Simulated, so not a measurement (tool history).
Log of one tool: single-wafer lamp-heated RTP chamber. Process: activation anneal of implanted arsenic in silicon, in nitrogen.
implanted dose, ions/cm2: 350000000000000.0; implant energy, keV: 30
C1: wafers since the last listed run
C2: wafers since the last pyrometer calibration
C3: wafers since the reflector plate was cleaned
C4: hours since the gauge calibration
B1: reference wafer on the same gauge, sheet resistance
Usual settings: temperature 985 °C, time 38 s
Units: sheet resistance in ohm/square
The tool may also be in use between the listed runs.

{"run": 1, "hour": 0.0, "temperature": 985, "time": 38, "C1": 0, "C2": 1799, "C3": 11083, "C4": 118.1, "B1": 334.99, "sheet resistance": 296.92}
{"run": 2, "hour": 15.4, "temperature": 985, "time": 38, "C1": 163, "C2": 1962, "C3": 11246, "C4": 133.5, "B1": 334.73, "sheet resistance": 297.07}
{"run": 3, "hour": 25.0, "temperature": 977, "time": 38, "C1": 102, "C2": 2064, "C3": 11348, "C4": 143.1, "B1": 334.62, "sheet resistance": 297.45}
{"run": 4, "hour": 36.6, "temperature": 977, "time": 38, "C1": 123, "C2": 2188, "C3": 11472, "C4": 154.7, "B1": 334.42, "sheet resistance": 296.56}
{"run": 5, "hour": 53.7, "temperature": 977, "time": 38, "C1": 181, "C2": 2370, "C3": 11653, "C4": 171.8, "B1": 334.07, "sheet resistance": 296.5}
{"run": 6, "hour": 63.6, "temperature": 985, "time": 53, "C1": 105, "C2": 2475, "C3": 11759, "C4": 181.7, "B1": 333.86, "sheet resistance": 294.53}
{"run": 7, "hour": 80.5, "temperature": 985, "time": 53, "C1": 179, "C2": 2654, "C3": 11938, "C4": 198.6, "B1": 333.54, "sheet resistance": 293.77}
{"run": 8, "hour": 88.6, "temperature": 985, "time": 53, "C1": 86, "C2": 2741, "C3": 12024, "C4": 206.7, "B1": 333.35, "sheet resistance": 293.13}
{"run": 9, "hour": 104.5, "temperature": 985, "time": 46, "C1": 169, "C2": 2910, "C3": 12193, "C4": 222.6, "B1": 332.97, "sheet resistance": 294.3}
{"run": 10, "hour": 112.3, "temperature": 985, "time": 46, "C1": 82, "C2": 2992, "C3": 12276, "C4": 230.4, "B1": 332.69, "sheet resistance": 293.44}
{"hour": 136.5, "done": "gauge calibrated"}
{"hour": 140.8, "done": "reflector plate cleaned"}
{"run": 11, "hour": 153.7, "temperature": 985, "time": 38, "C1": 355, "C2": 3347, "C3": 137, "C4": 17.2, "B1": 335.91, "sheet resistance": 297.26}
{"run": 12, "hour": 165.3, "temperature": 985, "time": 38, "C1": 123, "C2": 3471, "C3": 260, "C4": 28.8, "B1": 335.89, "sheet resistance": 297.15}
{"run": 13, "hour": 177.8, "temperature": 985, "time": 38, "C1": 132, "C2": 3604, "C3": 393, "C4": 41.3, "B1": 335.69, "sheet resistance": 297.65}
{"run": 14, "hour": 185.6, "temperature": 1010, "time": 55, "C1": 82, "C2": 3687, "C3": 476, "C4": 49.1, "B1": 335.73, "sheet resistance": 292.81}

Run 15 comes next. What will it give?
{"run": 15, "hour": 200.9, "temperature": 985, "time": 38, "C1": 162, "C2": 3849, "C3": 639, "C4": 64.4, "B1": "?", "sheet resistance": "?"}

Run 15 gave B1 335.66, sheet resistance 296.43 ohm/square.
Without the tool's hidden state the same run would have given sheet resistance 296.74 ohm/square.
